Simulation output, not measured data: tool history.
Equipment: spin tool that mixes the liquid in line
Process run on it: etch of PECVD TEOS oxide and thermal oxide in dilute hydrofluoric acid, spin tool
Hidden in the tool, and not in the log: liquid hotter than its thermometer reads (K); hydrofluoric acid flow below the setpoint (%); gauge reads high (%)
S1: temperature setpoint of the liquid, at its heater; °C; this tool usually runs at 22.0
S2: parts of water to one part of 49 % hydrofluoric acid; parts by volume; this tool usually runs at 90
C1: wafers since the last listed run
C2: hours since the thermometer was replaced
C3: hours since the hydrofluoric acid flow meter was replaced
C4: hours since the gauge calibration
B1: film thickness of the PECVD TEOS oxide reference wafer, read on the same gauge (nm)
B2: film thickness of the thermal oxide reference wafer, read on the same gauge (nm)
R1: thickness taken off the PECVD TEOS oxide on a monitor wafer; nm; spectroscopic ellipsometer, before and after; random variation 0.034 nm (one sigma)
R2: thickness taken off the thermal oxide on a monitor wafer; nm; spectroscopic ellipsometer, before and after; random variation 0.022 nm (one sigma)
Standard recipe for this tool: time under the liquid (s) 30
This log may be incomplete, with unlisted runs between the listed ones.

{"run": 1, "hour": 0.0, "S1": 25.5, "S2": 65, "time under the liquid (s)": 30, "C1": 0, "C2": 615.5, "C3": 9.6, "C4": 306.1, "B1": 150.01, "B2": 149.993, "R1": 14.35, "R2": 2.161}
{"run": 2, "hour": 101.8, "S1": 25.5, "S2": 65, "time under the liquid (s)": 30, "C1": 918, "C2": 717.3, "C3": 111.4, "C4": 407.9, "B1": 149.98, "B2": 150.002, "R1": 14.3, "R2": 2.199}
{"run": 3, "hour": 205.7, "S1": 22.0, "S2": 90, "time under the liquid (s)": 30, "C1": 937, "C2": 821.2, "C3": 215.3, "C4": 511.8, "B1": 149.97, "B2": 149.965, "R1": 8.66, "R2": 1.244}
{"run": 4, "hour": 272.0, "S1": 22.0, "S2": 90, "time under the liquid (s)": 30, "C1": 598, "C2": 887.5, "C3": 281.6, "C4": 578.1, "B1": 149.98, "B2": 150.037, "R1": 8.71, "R2": 1.287}
{"run": 5, "hour": 340.9, "S1": 22.0, "S2": 125, "time under the liquid (s)": 30, "C1": 621, "C2": 956.4, "C3": 350.5, "C4": 647.0, "B1": 150.04, "B2": 150.004, "R1": 6.04, "R2": 0.856}
{"run": 6, "hour": 403.5, "S1": 22.0, "S2": 100, "time under the liquid (s)": 30, "C1": 564, "C2": 1019.0, "C3": 413.1, "C4": 709.6, "B1": 149.98, "B2": 150.037, "R1": 7.7, "R2": 1.174}
{"run": 7, "hour": 455.1, "S1": 22.0, "S2": 100, "time under the liquid (s)": 30, "C1": 465, "C2": 1070.6, "C3": 464.7, "C4": 761.2, "B1": 150.06, "B2": 150.017, "R1": 7.76, "R2": 1.103}
{"run": 8, "hour": 533.7, "S1": 22.0, "S2": 100, "time under the liquid (s)": 30, "C1": 709, "C2": 1149.2, "C3": 543.3, "C4": 839.8, "B1": 150.0, "B2": 149.998, "R1": 7.77, "R2": 1.132}
{"hour": 587.2, "done": "hydrofluoric acid flow meter replaced"}
{"run": 9, "hour": 636.4, "S1": 22.0, "S2": 75, "time under the liquid (s)": 30, "C1": 917, "C2": 1251.9, "C3": 49.2, "C4": 942.5, "B1": 150.0, "B2": 149.987, "R1": 10.65, "R2": 1.575}
{"run": 10, "hour": 683.4, "S1": 22.0, "S2": 75, "time under the liquid (s)": 30, "C1": 424, "C2": 1298.9, "C3": 96.2, "C4": 989.5, "B1": 150.0, "B2": 149.956, "R1": 10.67, "R2": 1.561}
{"run": 11, "hour": 782.1, "S1": 22.0, "S2": 75, "time under the liquid (s)": 30, "C1": 890, "C2": 1397.6, "C3": 194.9, "C4": 1088.2, "B1": 150.05, "B2": 150.013, "R1": 10.68, "R2": 1.547}
{"run": 12, "hour": 885.9, "S1": 26.0, "S2": 105, "time under the liquid (s)": 30, "C1": 936, "C2": 1501.4, "C3": 298.7, "C4": 1192.0, "B1": 149.97, "B2": 150.004, "R1": 8.67, "R2": 1.278}
{"run": 13, "hour": 935.6, "S1": 22.0, "S2": 90, "time under the liquid (s)": 30, "C1": 448, "C2": 1551.1, "C3": 348.4, "C4": 1241.7, "B1": 150.0, "B2": 149.944, "R1": 8.75, "R2": 1.26}
{"run": 14, "hour": 1028.9, "S1": 20.5, "S2": 90, "time under the liquid (s)": 45, "C1": 841, "C2": 1644.4, "C3": 441.7, "C4": 1335.0, "B1": 149.97, "B2": 149.964, "R1": 12.29, "R2": 1.781}
{"hour": 1054.6, "done": "thermometer replaced"}
{"run": 15, "hour": 1117.1, "S1": 22.0, "S2": 90, "time under the liquid (s)": 30, "C1": 786, "C2": 62.5, "C3": 529.9, "C4": 1423.2, "B1": 149.99, "B2": 150.002, "R1": 8.69, "R2": 1.284}
{"run": 16, "hour": 1189.7, "S1": 22.0, "S2": 90, "time under the liquid (s)": 15, "C1": 655, "C2": 135.1, "C3": 602.5, "C4": 1495.8, "B1": 150.04, "B2": 149.956, "R1": 4.36, "R2": 0.645}
{"hour": 1233.4, "done": "hydrofluoric acid flow meter replaced"}
{"hour": 1471.1, "done": "gauge calibrated"}
{"run": 17, "hour": 1506.4, "S1": 19.5, "S2": 45, "time under the liquid (s)": 45, "C1": 2848, "C2": 451.8, "C3": 273.0, "C4": 35.3, "B1": 149.97, "B2": 150.007, "R1": 24.72, "R2": 3.68}
{"run": 18, "hour": 1560.5, "S1": 20.5, "S2": 100, "time under the liquid (s)": 40, "C1": 488, "C2": 505.9, "C3": 327.1, "C4": 89.4, "B1": 149.98, "B2": 149.974, "R1": 9.82, "R2": 1.446}
{"run": 19, "hour": 1652.5, "S1": 24.0, "S2": 90, "time under the liquid (s)": 45, "C1": 830, "C2": 597.9, "C3": 419.1, "C4": 181.4, "B1": 149.97, "B2": 149.932, "R1": 14.17, "R2": 2.058}
{"run": 20, "hour": 1746.8, "S1": 25.0, "S2": 75, "time under the liquid (s)": 45, "C1": 850, "C2": 692.2, "C3": 513.4, "C4": 275.7, "B1": 150.03, "B2": 150.026, "R1": 18.04, "R2": 2.634}
{"run": 21, "hour": 1818.7, "S1": 26.0, "S2": 70, "time under the liquid (s)": 35, "C1": 648, "C2": 764.1, "C3": 585.3, "C4": 347.6, "B1": 150.0, "B2": 149.959, "R1": 15.78, "R2": 2.361}
{"hour": 1829.9, "done": "hydrofluoric acid flow meter replaced"}
{"run": 22, "hour": 1905.6, "S1": 26.0, "S2": 110, "time under the liquid (s)": 15, "C1": 775, "C2": 851.0, "C3": 75.7, "C4": 434.5, "B1": 150.03, "B2": 149.998, "R1": 4.06, "R2": 0.59}
{"run": 23, "hour": 1946.4, "S1": 22.0, "S2": 90, "time under the liquid (s)": 30, "C1": 368, "C2": 891.8, "C3": 116.5, "C4": 475.3, "B1": 150.01, "B2": 149.961, "R1": 8.72, "R2": 1.275}
{"run": 24, "hour": 2096.8, "S1": 22.0, "S2": 90, "time under the liquid (s)": 30, "C1": 1357, "C2": 1042.2, "C3": 266.9, "C4": 625.7, "B1": 149.99, "B2": 150.013, "R1": 8.75, "R2": 1.275}
{"hour": 2350.0, "done": "hydrofluoric acid flow meter replaced"}
{"run": 25, "hour": 2407.5, "S1": 22.0, "S2": 90, "time under the liquid (s)": 20, "C1": 2794, "C2": 1352.9, "C3": 57.5, "C4": 936.4, "B1": 149.97, "B2": 150.005, "R1": 5.84, "R2": 0.849}
{"run": 26, "hour": 2488.2, "S1": 25.5, "S2": 105, "time under the liquid (s)": 15, "C1": 728, "C2": 1433.6, "C3": 138.2, "C4": 1017.1, "B1": 149.98, "B2": 150.026, "R1": 4.23, "R2": 0.609}

Forecast each of these 4 alternatives for the next run:
{"run": "A", "hour": 2488.6, "S1": 22.0, "S2": 110, "time under the liquid (s)": 30, "C1": 3, "C2": 1434.0, "C3": 138.6, "C4": 1017.5, "B1": "?", "B2": "?", "R1": "?", "R2": "?"}
{"run": "B", "hour": 2488.6, "S1": 22.0, "S2": 120, "time under the liquid (s)": 40, "C1": 3, "C2": 1434.0, "C3": 138.6, "C4": 1017.5, "B1": "?", "B2": "?", "R1": "?", "R2": "?"}
{"run": "C", "hour": 2488.6, "S1": 22.0, "S2": 65, "time under the liquid (s)": 30, "C1": 3, "C2": 1434.0, "C3": 138.6, "C4": 1017.5, "B1": "?", "B2": "?", "R1": "?", "R2": "?"}
{"run": "D", "hour": 2488.6, "S1": 25.0, "S2": 120, "time under the liquid (s)": 20, "C1": 3, "C2": 1434.0, "C3": 138.6, "C4": 1017.5, "B1": "?", "B2": "?", "R1": "?", "R2": "?"}

run=A B1=150.00 B2=149.970 R1=6.96 R2=1.037
run=B B1=150.00 B2=149.970 R1=8.42 R2=1.252
run=C B1=150.00 B2=149.970 R1=12.44 R2=1.851
run=D B1=150.00 B2=149.970 R1=4.73 R2=0.704
Stripped of hidden state, with their random variation kept, the same runs would have yielded:
run=A R1=6.96 R2=1.037
run=B R1=8.42 R2=1.252
run=C R1=12.44 R2=1.851
run=D R1=4.73 R2=0.704

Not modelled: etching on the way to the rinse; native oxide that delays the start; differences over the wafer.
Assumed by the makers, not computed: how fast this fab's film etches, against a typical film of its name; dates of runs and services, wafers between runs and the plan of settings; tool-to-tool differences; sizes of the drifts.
